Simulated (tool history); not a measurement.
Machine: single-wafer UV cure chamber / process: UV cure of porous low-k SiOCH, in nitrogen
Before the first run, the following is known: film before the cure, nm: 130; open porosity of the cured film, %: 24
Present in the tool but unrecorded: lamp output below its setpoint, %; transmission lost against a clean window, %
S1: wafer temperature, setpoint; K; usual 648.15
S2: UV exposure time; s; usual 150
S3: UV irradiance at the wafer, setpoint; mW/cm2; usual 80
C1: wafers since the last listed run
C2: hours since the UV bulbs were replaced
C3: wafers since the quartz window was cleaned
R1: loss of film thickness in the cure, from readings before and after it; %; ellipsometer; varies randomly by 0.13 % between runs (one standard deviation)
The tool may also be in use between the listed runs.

run,hour,S1,S2,S3,C1,C2,C3,R1
1,0.0,648.15,150,93,0,179.7,662,10.255
2,50.2,648.15,150,93,228,229.9,890,9.989
3,107.9,648.15,150,80,262,287.6,1153,9.480
4,176.3,648.15,150,80,310,356.0,1464,9.173
5,239.6,664.15,150,80,287,419.3,1751,9.373
6,267.7,664.15,150,80,127,447.4,1879,9.330
7,303.0,664.15,150,80,160,482.7,2040,9.323
# hour 325.1: quartz window cleaned
8,358.6,648.15,150,80,216,538.3,152,8.921
9,420.0,648.15,150,80,279,599.7,431,8.939
10,482.2,648.15,150,80,282,661.9,714,9.010
11,545.3,648.15,190,51,286,725.0,1000,7.886
12,605.7,648.15,150,80,274,785.4,1275,8.764
13,709.2,648.15,150,80,470,888.9,1746,8.677
14,778.7,648.15,150,80,315,958.4,2062,8.664
15,810.5,648.15,150,80,144,990.2,2206,8.520
# hour 846.2: quartz window cleaned
16,852.4,648.15,150,80,154,1032.1,28,8.533
17,895.9,648.15,150,80,197,1075.6,226,8.812
18,963.6,648.15,150,80,307,1143.3,533,8.905
19,1019.2,634.15,150,80,252,1198.9,786,8.605
20,1082.6,634.15,150,80,288,1262.3,1074,8.287
21,1116.1,648.15,150,49,152,1295.8,1227,6.454
22,1146.0,648.15,150,49,135,1325.7,1363,6.433
# hour 1205.3: UV bulbs replaced
23,1209.2,648.15,150,62,250,3.9,1614,8.581
24,1239.4,648.15,65,80,137,34.1,1751,6.399
25,1288.8,648.15,105,92,224,83.5,1976,8.910
26,1323.5,648.15,150,80,157,118.2,2133,9.590
# hour 1371.4: quartz window cleaned
27,1381.2,631.15,235,107,225,175.9,44,12.404
28,1406.0,648.15,150,80,112,200.7,157,9.607
29,1452.9,648.15,150,80,213,247.6,370,9.382
30,1511.0,648.15,150,80,264,305.7,634,9.193
31,1559.5,642.15,190,69,220,354.2,855,9.538
32,1596.0,656.15,120,80,165,390.7,1021,8.549
33,1648.9,657.15,215,80,240,443.6,1261,11.195
34,1860.9,631.15,115,48,963,655.6,2225,5.306
# hour 1904.4: quartz window cleaned
35,2011.0,660.15,120,96,646,805.7,484,8.754
36,2041.4,648.15,105,69,138,836.1,623,6.526
37,2085.5,648.15,150,58,200,880.2,823,7.291
38,2114.9,661.15,230,58,133,909.6,957,9.299
39,2152.5,648.15,150,80,170,947.2,1128,8.751
40,2221.7,661.15,175,116,314,1016.4,1442,11.410
41,2266.2,659.15,150,54,202,1060.9,1645,7.070
42,2315.8,634.15,60,80,225,1110.5,1870,4.600
43,2355.8,659.15,80,52,181,1150.5,2052,4.425
44,2425.7,636.15,225,80,317,1220.4,2370,10.004
# hour 2465.6: quartz window cleaned
45,2493.6,648.15,150,80,272,1288.3,127,8.577
46,2560.0,657.15,150,80,301,1354.7,429,8.725
47,2603.2,648.15,150,80,196,1397.9,625,8.342

Hidden state or all else? Some run-to-run changes of R1, split into what the settings, what came in and random variation would give without the hidden state, and what is left for the hidden state (with any gauge scatter that isn't in both results):
Run 22 -> 23: S3 49 -> 62, UV bulbs replaced. R1 +2.148 %: hidden state +1.211, all else +0.937.
Run 33 -> 34: S1 657.15 -> 631.15, S2 215 -> 115, S3 80 -> 48. R1 -5.889 %: hidden state +0.014, all else -5.903.
Run 34 -> 35: S1 631.15 -> 660.15, S2 115 -> 120, S3 48 -> 96, quartz window cleaned. R1 +3.448 %: hidden state -0.272, all else +3.720.
Run 40 -> 41: S1 661.15 -> 659.15, S2 175 -> 150, S3 116 -> 54. R1 -4.340 %: hidden state +0.149, all else -4.489.
Run 43 -> 44: S1 659.15 -> 636.15, S2 80 -> 225, S3 52 -> 80. R1 +5.579 %: hidden state -0.354, all else +5.933.
